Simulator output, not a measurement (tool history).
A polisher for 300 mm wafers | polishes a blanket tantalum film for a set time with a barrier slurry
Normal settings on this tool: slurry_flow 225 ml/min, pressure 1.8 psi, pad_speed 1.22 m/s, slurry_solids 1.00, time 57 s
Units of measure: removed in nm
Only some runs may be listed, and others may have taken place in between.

run,hour,slurry_flow,pressure,pad_speed,slurry_solids,time,"incoming thickness of the incoming film, nm",removed
1,0.0,225,2.0,1.22,1.00,57,317.8,108.9
2,17.2,225,1.8,1.22,1.00,57,316.9,100.6
3,28.9,225,1.8,1.22,1.00,57,321.3,99.9
4,42.4,225,1.8,1.22,0.80,57,326.0,92.0
# hour 51.2: worn pad replaced by a new one
5,58.8,225,1.8,1.22,1.00,57,317.1,95.8
6,97.4,225,1.9,1.22,1.00,57,317.5,101.0
7,107.0,225,1.9,1.22,1.00,57,321.0,99.1
8,124.1,225,1.9,1.22,1.00,57,317.5,100.2
# hour 144.0: worn pad replaced by a new one
9,175.6,225,1.8,1.22,1.00,57,315.5,92.5
# hour 181.3: slurry blender recalibrated
10,188.3,225,1.8,1.10,1.00,57,317.1,90.8
# hour 195.2: head pressure recalibrated
11,197.0,225,1.8,1.22,1.00,57,315.6,101.8
# hour 209.2: slurry nozzle cleaned
12,214.0,225,1.8,1.22,1.00,57,316.5,98.9
13,227.5,225,1.8,1.22,1.00,57,318.1,98.6
# hour 238.8: worn pad replaced by a new one
14,242.9,225,1.3,1.22,1.00,76,315.7,99.2
15,249.4,225,1.5,1.22,1.00,57,316.3,83.3
16,255.9,260,1.8,1.48,1.00,57,321.0,121.0
17,264.9,185,1.8,1.22,1.00,57,321.0,97.0
18,270.9,225,1.8,1.22,1.00,76,320.4,130.9
19,307.7,225,1.8,1.22,1.00,57,320.2,96.4
# hour 317.5: worn pad replaced by a new one
20,321.0,225,2.3,1.22,1.00,57,317.7,119.4
21,328.3,175,1.6,0.88,1.15,57,318.4,62.4
22,335.3,250,1.8,1.06,1.00,41,321.4,60.0

Below are 3 alternative next runs, each starting from the tool's condition after run 22. Predict each:
A,335.7,225,1.8,1.22,1.00,43,325.7,?
B,335.7,225,1.8,1.64,0.85,57,325.7,?
C,335.7,185,1.8,0.84,1.00,57,325.7,?

run,removed
A,73.0
B,124.1
C,64.9
Take away the tool's hidden state, keep each run's random variation, and the runs would have read:
run,removed
A,77.4
B,132.3
C,68.8

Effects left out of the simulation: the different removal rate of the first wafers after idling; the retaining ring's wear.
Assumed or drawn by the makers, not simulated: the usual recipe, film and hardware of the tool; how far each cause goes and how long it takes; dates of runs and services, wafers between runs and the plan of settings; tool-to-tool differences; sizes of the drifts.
